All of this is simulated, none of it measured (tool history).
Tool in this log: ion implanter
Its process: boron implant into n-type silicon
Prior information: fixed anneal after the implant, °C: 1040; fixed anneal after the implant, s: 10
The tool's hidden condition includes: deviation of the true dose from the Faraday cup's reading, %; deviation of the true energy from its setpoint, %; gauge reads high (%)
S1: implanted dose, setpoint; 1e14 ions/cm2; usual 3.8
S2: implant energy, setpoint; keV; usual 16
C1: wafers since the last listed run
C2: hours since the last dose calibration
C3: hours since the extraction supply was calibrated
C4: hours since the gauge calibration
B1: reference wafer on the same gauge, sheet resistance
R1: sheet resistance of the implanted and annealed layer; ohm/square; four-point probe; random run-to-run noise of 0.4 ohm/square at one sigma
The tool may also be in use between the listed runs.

run	hour	S1	S2	C1	C2	C3	C4	B1	R1
1	0	3.19	16	0	2051.2	4899.5	159.9	270.42	304.5
2	6.1	3.19	16	170	2057.3	4905.6	166	270.43	305.12
# hour 10.8: gauge calibrated
3	13.2	3.8	16	197	2064.4	4912.7	2.4	272.23	265.94
4	27.6	3.8	16	401	2078.8	4927.1	16.8	271.86	266.54
5	39	3.8	16	317	2090.2	4938.5	28.2	271.91	266.18
6	54.5	3.12	16	432	2105.7	4954	43.7	271.76	312.23
7	61.2	3.12	16	186	2112.4	4960.7	50.4	271.57	310.39
8	70.3	4.34	16	253	2121.5	4969.8	59.5	271.5	237.38
9	86.3	4.34	16	446	2137.5	4985.8	75.5	271.29	237.75
10	93.5	3.8	13.5	200	2144.7	4993	82.7	271.14	269.58
# hour 103.1: extraction supply calibrated
11	103.6	2.97	11	58	2154.8	0.5	92.8	271.16	339.14
# hour 115.9: Faraday cup replaced and dose calibrated
12	116.4	3.8	16	133	0.5	13.3	105.6	270.92	265.22
13	128	3.8	20.5	323	12.1	24.9	117.2	270.85	257.93
14	139.3	3.8	16	315	23.4	36.2	128.5	270.82	264.64
15	155	4.32	14	437	39.1	51.9	144.2	270.61	242.2
# hour 160: gauge calibrated
16	172.7	2.75	20	493	56.8	69.6	12.7	271.74	337.28
17	183.1	4.25	18	289	67.2	80	23.1	271.63	239.43
18	200.6	2.72	12	487	84.7	97.5	40.6	271.43	361.27

Alternative continuations, all from the tool just after run 18; predict every row:
A	201	3.8	17.5	11	85.1	97.9	41	?	?
B	201	3.06	21.5	11	85.1	97.9	41	?	?
C	201	3.38	12.5	11	85.1	97.9	41	?	?
D	201	3.8	21.5	11	85.1	97.9	41	?	?
E	201	4.13	11.5	11	85.1	97.9	41	?	?

run	B1	R1
A	271.34	262.65
B	271.34	305.97
C	271.34	300.16
D	271.34	256.81
E	271.34	256.7
Stripped of hidden state, with their random variation kept, the same runs would have yielded:
run	R1
A	263.16
B	306.57
C	300.75
D	257.31
E	257.2
